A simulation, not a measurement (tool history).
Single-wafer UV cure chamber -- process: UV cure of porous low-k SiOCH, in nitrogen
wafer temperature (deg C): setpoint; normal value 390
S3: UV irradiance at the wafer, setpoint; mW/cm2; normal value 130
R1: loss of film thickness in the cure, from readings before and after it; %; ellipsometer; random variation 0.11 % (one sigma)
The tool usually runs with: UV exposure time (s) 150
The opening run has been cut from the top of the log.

{"run": 2, "day": 0.45, "wafer temperature (deg C)": 390, "UV exposure time (s)": 80, "S3": 130, "R1": 9.127}
{"run": 3, "day": 0.996, "wafer temperature (deg C)": 390, "UV exposure time (s)": 80, "S3": 130, "R1": 9.109}
{"run": 4, "day": 1.562, "wafer temperature (deg C)": 390, "UV exposure time (s)": 150, "S3": 130, "R1": 12.162}
{"run": 5, "day": 2.279, "wafer temperature (deg C)": 390, "UV exposure time (s)": 150, "S3": 130, "R1": 11.97}
{"day": 2.638, "done": "quartz window cleaned"}
{"run": 6, "day": 2.679, "wafer temperature (deg C)": 390, "UV exposure time (s)": 150, "S3": 130, "R1": 13.056}
{"run": 7, "day": 3.371, "wafer temperature (deg C)": 381, "UV exposure time (s)": 100, "S3": 130, "R1": 10.683}
{"run": 8, "day": 3.65, "wafer temperature (deg C)": 381, "UV exposure time (s)": 100, "S3": 130, "R1": 10.681}
{"run": 9, "day": 4.183, "wafer temperature (deg C)": 381, "UV exposure time (s)": 100, "S3": 130, "R1": 10.633}
{"run": 10, "day": 5.133, "wafer temperature (deg C)": 390, "UV exposure time (s)": 150, "S3": 130, "R1": 12.77}
{"day": 5.875, "done": "UV bulbs replaced"}
{"run": 11, "day": 5.896, "wafer temperature (deg C)": 390, "UV exposure time (s)": 150, "S3": 130, "R1": 12.868}
{"run": 12, "day": 6.204, "wafer temperature (deg C)": 390, "UV exposure time (s)": 150, "S3": 130, "R1": 12.702}
{"run": 13, "day": 6.833, "wafer temperature (deg C)": 390, "UV exposure time (s)": 150, "S3": 130, "R1": 12.608}
{"run": 14, "day": 7.117, "wafer temperature (deg C)": 390, "UV exposure time (s)": 150, "S3": 102, "R1": 11.44}
{"run": 15, "day": 7.792, "wafer temperature (deg C)": 390, "UV exposure time (s)": 150, "S3": 102, "R1": 11.151}
{"run": 16, "day": 8.392, "wafer temperature (deg C)": 396, "UV exposure time (s)": 150, "S3": 130, "R1": 12.662}
{"run": 17, "day": 8.696, "wafer temperature (deg C)": 381, "UV exposure time (s)": 150, "S3": 91, "R1": 10.33}
{"run": 18, "day": 9.225, "wafer temperature (deg C)": 390, "UV exposure time (s)": 150, "S3": 130, "R1": 12.213}
{"run": 19, "day": 9.533, "wafer temperature (deg C)": 380, "UV exposure time (s)": 230, "S3": 156, "R1": 15.185}

What does the tool deliver on the next run?
{"run": 20, "day": 10.229, "wafer temperature (deg C)": 390, "UV exposure time (s)": 150, "S3": 130, "R1": "?"}

R1: 12.231 %
If the tool had no hidden condition, the same run with the same run-to-run variation would have returned R1 13.405 %.
